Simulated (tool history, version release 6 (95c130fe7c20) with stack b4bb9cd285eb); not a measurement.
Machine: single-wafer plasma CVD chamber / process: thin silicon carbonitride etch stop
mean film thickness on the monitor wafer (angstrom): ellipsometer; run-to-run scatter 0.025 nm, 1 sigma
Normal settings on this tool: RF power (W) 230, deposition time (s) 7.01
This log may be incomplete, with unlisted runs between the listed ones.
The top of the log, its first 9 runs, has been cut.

run,day,RF power (W),deposition time (s),wafers since the last listed run,hours since the last thermocouple change,hours since the last RF generator calibration,hours since the showerhead was replaced,hours since the gauge calibration,"read-back reference wafer on the same gauge, thickness_nm",mean film thickness on the monitor wafer (angstrom)
10,25.508,230,7.01,2134,855.1,1620.0,3524.0,3578.5,5.566,47.72
# day 27.267: RF generator calibrated
11,29.129,230,7.01,2150,942.0,44.7,3610.9,3665.4,5.562,47.41
# day 29.888: gauge calibrated
# day 31.229: showerhead replaced
12,31.508,210,7.01,1338,999.1,101.8,6.7,38.9,5.169,43.74
13,35.062,210,7.01,2325,1084.4,187.1,92.0,124.2,5.203,43.30
14,38.604,210,7.01,2316,1169.4,272.1,177.0,209.2,5.227,44.12
15,42.825,230,7.01,2761,1270.7,373.4,278.3,310.5,5.267,44.91
16,46.883,230,7.01,2654,1368.1,470.8,375.7,407.9,5.275,45.02
17,50.304,230,7.01,2237,1450.2,552.9,457.8,490.0,5.303,45.01
18,52.754,210,7.95,1602,1509.0,611.7,516.6,548.8,5.306,50.45
19,56.858,230,7.01,2684,1607.5,710.2,615.1,647.3,5.312,45.13
20,58.875,230,7.01,1319,1655.9,758.6,663.5,695.7,5.330,45.49
21,62.433,185,7.94,2327,1741.3,844.0,748.9,781.1,5.341,50.17
# day 65.375: thermocouple changed; heater temperature recalibrated
22,66.792,215,5.98,2633,34.0,948.6,853.5,885.7,5.361,38.23
23,70.812,275,7.01,2630,130.5,1045.1,950.0,982.2,5.379,47.09
24,75.033,250,7.99,2761,231.8,1146.4,1051.3,1083.5,5.386,52.94
25,77.746,190,6.44,1774,296.9,1211.5,1116.4,1148.6,5.398,40.84
26,80.512,270,6.05,1809,363.3,1277.9,1182.8,1215.0,5.399,40.58
27,88.962,270,6.43,5528,566.1,1480.7,1385.6,1417.8,5.421,43.45
28,91.262,265,8.39,1504,621.3,1535.9,1440.8,1473.0,5.423,56.67
29,95.121,215,5.91,2524,713.9,1628.5,1533.4,1565.6,5.430,38.46
# day 98.625: RF generator calibrated
30,99.375,265,7.39,2565,816.0,18.0,1635.5,1667.7,5.431,50.40
31,101.062,230,6.58,1103,856.5,58.5,1676.0,1708.2,5.430,43.43
32,104.912,230,7.01,2518,948.9,150.9,1768.4,1800.6,5.454,46.47
33,108.571,230,6.30,2393,1036.7,238.7,1856.2,1888.4,5.464,41.96
34,111.817,190,7.37,2123,1114.6,316.6,1934.1,1966.3,5.440,47.39

What if the next run were any one of these 5? Each begins from the tool's condition after run 34:
A,111.833,230,7.01,10,1115.0,317.0,1934.5,1966.7,?,?
B,111.833,265,8.27,10,1115.0,317.0,1934.5,1966.7,?,?
C,111.833,200,6.35,10,1115.0,317.0,1934.5,1966.7,?,?
D,111.833,230,7.77,10,1115.0,317.0,1934.5,1966.7,?,?
E,111.833,230,5.69,10,1115.0,317.0,1934.5,1966.7,?,?

run,"read-back reference wafer on the same gauge, thickness_nm",mean film thickness on the monitor wafer (angstrom)
A,5.463,46.24
B,5.463,55.83
C,5.463,41.00
D,5.463,51.25
E,5.463,37.53
Had the tool no hidden state, the same runs would have come out as:
run,mean film thickness on the monitor wafer (angstrom)
A,44.00
B,53.12
C,39.01
D,48.77
E,35.71

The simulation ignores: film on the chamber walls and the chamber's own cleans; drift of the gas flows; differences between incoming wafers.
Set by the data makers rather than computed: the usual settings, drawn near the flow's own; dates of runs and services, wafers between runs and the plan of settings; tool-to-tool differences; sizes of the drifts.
